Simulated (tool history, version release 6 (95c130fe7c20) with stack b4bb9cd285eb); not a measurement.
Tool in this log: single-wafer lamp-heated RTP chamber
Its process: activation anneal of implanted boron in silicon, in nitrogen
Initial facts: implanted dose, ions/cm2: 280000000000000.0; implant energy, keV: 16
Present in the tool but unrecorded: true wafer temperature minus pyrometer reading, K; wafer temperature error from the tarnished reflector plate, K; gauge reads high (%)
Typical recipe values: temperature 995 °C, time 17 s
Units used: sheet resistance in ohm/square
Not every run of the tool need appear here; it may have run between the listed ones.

run	hour	temperature	time	wafers since the last listed run	wafers since the last pyrometer calibration	wafers since the reflector plate was cleaned	hours since the gauge calibration	read-back reference wafer on the same gauge, sheet resistance	sheet resistance
1	0.0	995	22	0	5711	3518	33.1	358.16	328.83
2	7.3	995	17	62	5773	3580	40.4	358.05	328.66
3	20.5	995	17	112	5885	3692	53.6	358.10	328.87
4	36.4	995	17	135	6020	3827	69.5	357.96	329.46
5	46.4	995	17	84	6105	3912	79.5	357.97	328.42
6	75.7	995	17	248	6354	4161	108.8	358.03	329.51
7	89.1	978	15	113	6468	4275	122.2	358.16	341.37
8	95.5	978	15	54	6522	4329	128.6	358.07	343.05
9	108.0	978	15	106	6628	4435	141.1	358.11	345.26
10	122.7	995	17	124	6753	4560	155.8	358.44	329.92
11	134.5	995	23	100	6854	4660	167.6	357.79	329.12
12	146.2	995	23	99	6953	4760	179.3	357.99	328.93
13	157.4	995	23	95	7048	4855	190.5	358.29	328.71
14	171.7	1010	24	121	7170	4976	204.8	357.99	322.03
15	181.0	1010	24	79	7249	5055	214.1	357.96	323.36
16	191.9	1010	24	92	7341	5148	225.0	357.76	323.70
17	206.7	982	24	125	7467	5274	239.8	358.26	335.75
18	219.0	970	24	104	7571	5378	252.1	358.01	346.37
# hour 237.3: pyrometer window cleaned and pyrometer calibrated
19	237.8	980	25	91	4	5470	270.9	358.13	338.33
20	260.2	995	17	190	194	5660	293.3	357.95	331.80
# hour 269.3: gauge calibrated
21	270.6	995	20	88	282	5749	1.3	358.26	326.92
22	283.6	995	17	110	393	5859	14.3	358.22	330.26
23	297.5	995	23	118	511	5977	28.2	358.21	328.37
24	307.3	995	27	83	594	6060	38.0	357.90	327.69
25	319.5	968	23	103	698	6164	50.2	357.94	348.21
# hour 327.9: reflector plate cleaned
26	329.0	995	11	12	710	9	59.7	357.86	330.26
27	346.5	995	17	148	859	158	77.2	357.66	328.21
28	355.5	995	17	76	935	234	86.2	357.99	326.45
29	366.1	969	11	90	1026	324	96.8	357.92	359.96
30	380.4	1023	8	121	1147	446	111.1	357.97	324.62
31	391.3	972	26	92	1240	538	122.0	358.12	343.80
32	401.8	995	17	89	1329	628	132.5	358.08	329.90
33	414.6	995	10	108	1438	736	145.3	358.28	330.93
34	425.4	995	22	91	1529	828	156.1	357.67	327.35
35	438.2	995	17	108	1638	937	168.9	357.77	328.83
36	444.7	1022	24	55	1693	992	175.4	358.17	322.28

Predict each of these 5 candidate next runs independently; none follows another, all start after run 36:
A	445.1	995	26	3	1697	995	175.8	?	?
B	445.1	1020	21	3	1697	995	175.8	?	?
C	445.1	980	22	3	1697	995	175.8	?	?
D	445.1	1007	17	3	1697	995	175.8	?	?
E	445.1	1007	9	3	1697	995	175.8	?	?

run	read-back reference wafer on the same gauge, sheet resistance	sheet resistance
A	358.02	326.58
B	358.02	321.87
C	358.02	336.32
D	358.02	324.43
E	358.02	326.35
What these runs would have given with no unlogged condition in the tool:
run	sheet resistance
A	326.58
B	321.87
C	336.32
D	324.43
E	326.35
